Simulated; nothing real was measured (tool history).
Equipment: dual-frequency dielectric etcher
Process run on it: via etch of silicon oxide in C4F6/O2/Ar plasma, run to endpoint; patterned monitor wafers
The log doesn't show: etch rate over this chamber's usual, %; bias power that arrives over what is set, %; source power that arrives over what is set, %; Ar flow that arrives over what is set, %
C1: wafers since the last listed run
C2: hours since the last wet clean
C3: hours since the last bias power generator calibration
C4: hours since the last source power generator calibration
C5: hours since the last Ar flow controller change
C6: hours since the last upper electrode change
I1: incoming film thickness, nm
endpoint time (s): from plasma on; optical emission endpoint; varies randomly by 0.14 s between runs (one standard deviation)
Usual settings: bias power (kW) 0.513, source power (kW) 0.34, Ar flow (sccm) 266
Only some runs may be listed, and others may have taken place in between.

Run 1, hour 0: usual settings but Ar flow (sccm) 248; C1 0; C2 299.3; C3 1761.7; C4 2727.1; C5 4583.8; C6 4679.8; I1 74.9. Result: endpoint time (s) 18.4.
Run 2, hour 48.9: usual settings but Ar flow (sccm) 248; C1 840; C2 348.2; C3 1810.6; C4 2776; C5 4632.7; C6 4728.7; I1 75.7. Result: endpoint time (s) 18.7.
Run 3, hour 57.5: usual settings; C1 147; C2 356.8; C3 1819.2; C4 2784.6; C5 4641.3; C6 4737.3; I1 74.4. Result: endpoint time (s) 18.3.
Run 4, hour 74.7: usual settings; C1 295; C2 374; C3 1836.4; C4 2801.8; C5 4658.5; C6 4754.5; I1 74.8. Result: endpoint time (s) 18.4.
Run 5, hour 90.5: usual settings; C1 271; C2 389.8; C3 1852.2; C4 2817.6; C5 4674.3; C6 4770.3; I1 74.7. Result: endpoint time (s) 18.5.
Run 6, hour 113.4: usual settings; C1 393; C2 412.7; C3 1875.1; C4 2840.5; C5 4697.2; C6 4793.2; I1 74.5. Result: endpoint time (s) 18.6.
Run 7, hour 138.6: usual settings; C1 433; C2 437.9; C3 1900.3; C4 2865.7; C5 4722.4; C6 4818.4; I1 73.9. Result: endpoint time (s) 18.6.
Run 8, hour 144.6: usual settings; C1 103; C2 443.9; C3 1906.3; C4 2871.7; C5 4728.4; C6 4824.4; I1 74.1. Result: endpoint time (s) 18.4.
At hour 164: bias power generator calibrated.
Run 9, hour 164.5: usual settings; C1 273; C2 463.8; C3 0.5; C4 2891.6; C5 4748.3; C6 4844.3; I1 75. Result: endpoint time (s) 18.5.
Run 10, hour 169.9: usual settings; C1 92; C2 469.2; C3 5.9; C4 2897; C5 4753.7; C6 4849.7; I1 74.7. Result: endpoint time (s) 18.7.
Run 11, hour 178: usual settings; C1 139; C2 477.3; C3 14; C4 2905.1; C5 4761.8; C6 4857.8; I1 74.6. Result: endpoint time (s) 18.6.
Run 12, hour 188.4: usual settings but source power (kW) 0.29; C1 178; C2 487.7; C3 24.4; C4 2915.5; C5 4772.2; C6 4868.2; I1 73.9. Result: endpoint time (s) 19.9.
At hour 202.7: Ar flow controller replaced.
At hour 227.1: wet clean of the chamber.
Run 13, hour 227.6: usual settings; C1 158; C2 0.5; C3 63.6; C4 2954.7; C5 24.9; C6 4907.4; I1 75.2. Result: endpoint time (s) 18.2.
Run 14, hour 227.9: usual settings; C1 5; C2 0.8; C3 63.9; C4 2955; C5 25.2; C6 4907.7; I1 74.6. Result: endpoint time (s) 18.

Estimate the outcome of run 15 from the log above:
Run 15, hour 228.2: usual settings but bias power (kW) 0.558; C1 5; C2 1.1; C3 64.2; C4 2955.3; C5 25.5; C6 4908; I1 74.8. Result: endpoint time (s) ?.

Run 15 yielded endpoint time (s) 17.7.
Minus the tool's unlogged condition, the same run would have read endpoint time (s) 17.6.
